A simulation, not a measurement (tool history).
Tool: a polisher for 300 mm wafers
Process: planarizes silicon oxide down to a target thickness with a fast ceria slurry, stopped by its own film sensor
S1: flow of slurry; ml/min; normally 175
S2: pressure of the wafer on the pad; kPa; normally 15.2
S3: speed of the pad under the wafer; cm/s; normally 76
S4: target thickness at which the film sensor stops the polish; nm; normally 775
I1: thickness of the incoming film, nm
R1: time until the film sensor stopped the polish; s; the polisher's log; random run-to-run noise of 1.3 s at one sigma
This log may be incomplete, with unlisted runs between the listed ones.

run	day	S1	S2	S3	S4	I1	R1
1	0.000	175	15.2	76	775	1339.1	71.3
2	2.083	175	15.2	68	775	1350.2	80.0
3	4.912	175	15.2	66	924	1337.7	65.9
# day 5.096: worn pad replaced by a new one
4	7.888	175	15.2	66	924	1366.3	62.9
# day 9.725: worn pad replaced by a new one
5	10.042	175	15.2	76	775	1343.2	70.6
# day 11.058: head pressure recalibrated
6	11.221	175	15.2	76	775	1325.0	69.8
7	12.633	175	15.2	76	775	1361.4	75.6
8	14.517	210	12.4	94	942	1367.5	59.3
# day 15.108: worn pad replaced by a new one
9	16.521	155	17.2	86	589	1347.3	77.6
# day 17.479: slurry nozzle cleaned
10	17.633	130	15.2	100	775	1361.4	62.3
11	19.183	210	12.4	94	942	1344.3	51.7
12	20.304	175	20.7	76	775	1341.9	59.7
# day 20.762: worn pad replaced by a new one
13	22.329	175	9.7	76	775	1350.7	113.0
14	25.000	175	15.2	68	616	1329.5	102.6

What was the tool's hidden state at every run in the log?
slurry flow missing at the pad, %: 0, the same for each run
deviation of the head's pressure from its setpoint, %: 0, the same for each run
H1: removal rate lost through wear of the pad, %
run	H1
1	1.34
2	3.81
3	13.5
4	4.26
5	1.38
6	2.36
7	5.2
8	11.8
9	1.22
10	3.22
11	7.9
12	12.7
13	1.74
14	8.84
